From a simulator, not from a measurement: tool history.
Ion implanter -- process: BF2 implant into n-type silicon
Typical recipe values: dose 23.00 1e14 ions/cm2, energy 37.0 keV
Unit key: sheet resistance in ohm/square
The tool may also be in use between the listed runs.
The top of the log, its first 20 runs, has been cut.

run   hour   dose  energy  read-back reference wafer on the same gauge, sheet resistance  sheet resistance
 21  236.4  19.19    31.0                                                          95.02            113.32
 22  251.8  19.53    47.0                                                          94.97             94.58
 23  266.2  23.00    37.0                                                          94.93            102.49
 24  272.3  23.00    45.0                                                          95.00             93.54
 25  287.2  24.86    47.5                                                          95.02             90.16
 26  295.4  23.00    37.0                                                          94.99            102.44
 27  303.2  20.02    33.0                                                          95.02            109.50
 28  318.6  17.60    30.0                                                          95.01            116.58
 29  325.5  20.15    28.0                                                          94.95            117.30
 30  335.1  18.29    31.5                                                          94.99            113.62
 31  352.5  18.40    26.5                                                          95.06            121.61

Predict each of these 5 candidate next runs independently; none follows another, all start after run 31:
  A  352.9  23.00    37.0                                                              ?                 ?
  B  352.9  20.30    48.5                                                              ?                 ?
  C  352.9  19.23    42.5                                                              ?                 ?
  D  352.9  24.98    43.5                                                              ?                 ?
  E  352.9  28.09    28.0                                                              ?                 ?

run  read-back reference wafer on the same gauge, sheet resistance  sheet resistance
  A                                                          95.06            102.50
  B                                                          95.06             92.38
  C                                                          95.06             99.02
  D                                                          95.06             94.02
  E                                                          95.06            114.32
With no hidden state in the tool, these same runs would have given:
run  sheet resistance
  A            102.50
  B             92.38
  C             99.02
  D             94.02
  E            114.32

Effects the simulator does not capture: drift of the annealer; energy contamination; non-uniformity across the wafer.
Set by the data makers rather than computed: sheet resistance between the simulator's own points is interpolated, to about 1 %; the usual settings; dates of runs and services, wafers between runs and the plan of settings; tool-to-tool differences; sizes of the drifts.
